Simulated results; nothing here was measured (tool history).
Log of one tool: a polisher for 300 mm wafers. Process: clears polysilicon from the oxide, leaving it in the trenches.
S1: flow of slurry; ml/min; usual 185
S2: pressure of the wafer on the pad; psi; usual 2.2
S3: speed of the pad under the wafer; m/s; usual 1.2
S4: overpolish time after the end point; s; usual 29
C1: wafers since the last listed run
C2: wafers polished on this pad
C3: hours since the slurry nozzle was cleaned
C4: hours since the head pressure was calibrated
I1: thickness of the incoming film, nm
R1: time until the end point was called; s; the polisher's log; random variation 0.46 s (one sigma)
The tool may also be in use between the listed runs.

run,hour,S1,S2,S3,S4,C1,C2,C3,C4,I1,R1
1,0,185,2.2,1.2,38,0,617,63.9,550.2,525.6,35.6
2,7.1,185,2.2,1.2,38,59,677,71,557.3,522.7,36.6
3,13.9,205,2.2,1.06,29,57,734,77.8,564.1,514.3,41.1
# hour 22.8: worn pad replaced by a new one
4,25.7,185,2.2,1.2,29,65,24,89.6,575.9,518.2,32.8
5,41.8,185,1.8,1.2,29,135,159,105.7,592,518,37.8
6,53.6,185,1.8,1.2,29,99,259,117.5,603.8,528.3,38
7,60.1,185,2.2,1,29,54,314,124,610.3,524.6,41.2
8,89.4,185,2.2,1,29,247,561,153.3,639.6,516,43.3
9,101,185,2.2,1.2,29,97,659,164.9,651.2,513.5,36.3
10,108.4,185,2.2,1.2,29,62,722,172.3,658.6,520.4,37
# hour 124.8: head pressure recalibrated
# hour 125.7: worn pad replaced by a new one
11,126.2,185,2.2,1.2,29,125,4,190.1,1.4,520.3,32.4
12,131.7,185,2.2,1.2,36,46,50,195.6,6.9,517.5,32.9
13,141.5,185,2.2,1.2,36,82,133,205.4,16.7,523,33.5
14,155.5,185,2.2,1.2,29,118,251,219.4,30.7,514,33.2
15,168.6,155,1.6,1.42,43,110,362,232.5,43.8,525.4,36.1
16,205.5,185,2.2,1.2,29,311,673,269.4,80.7,516.2,35.5
# hour 214.6: worn pad replaced by a new one
17,215.1,210,2.6,1.36,38,47,3,279,90.3,528.5,26.7
# hour 241: slurry nozzle cleaned
18,258.1,185,2.2,1.2,29,354,358,17.1,133.3,530.8,34.7
19,265.9,230,1.9,1.2,17,65,424,24.9,141.1,518.9,36.1
20,274.1,185,2.2,1.2,29,69,493,33.1,149.3,510.7,34.5
21,281.6,185,2.2,1.2,14,63,556,40.6,156.8,516.7,34.9
22,289.5,185,2.2,1.2,38,66,623,48.5,164.7,512.1,35
# hour 295.4: worn pad replaced by a new one
23,298.9,185,2.2,1,29,45,29,57.9,174.1,520,40.6
24,306.8,205,2.2,1.2,45,66,96,65.8,182,523.3,32.8
25,320.4,185,1.8,1.2,21,114,211,79.4,195.6,517.8,37.8
26,332.5,185,2.2,0.86,45,102,313,91.5,207.7,525.1,47.1
27,349.5,160,2.2,1.2,15,143,456,108.5,224.7,521.8,35.4
28,356.2,185,2.6,0.8,13,56,513,115.2,231.4,513.9,46.6

Forecast each of these 3 alternatives for the next run:
A,356.6,185,2.2,1.46,29,3,516,115.6,231.8,523,?
B,356.6,185,1.6,1.46,29,3,516,115.6,231.8,523,?
C,356.6,160,1.5,1.2,29,3,516,115.6,231.8,523,?

run,R1
A,28.7
B,34.6
C,44.5
Without the tool's hidden state the same runs would have given:
run,R1
A,26.7
B,32.2
C,41.4
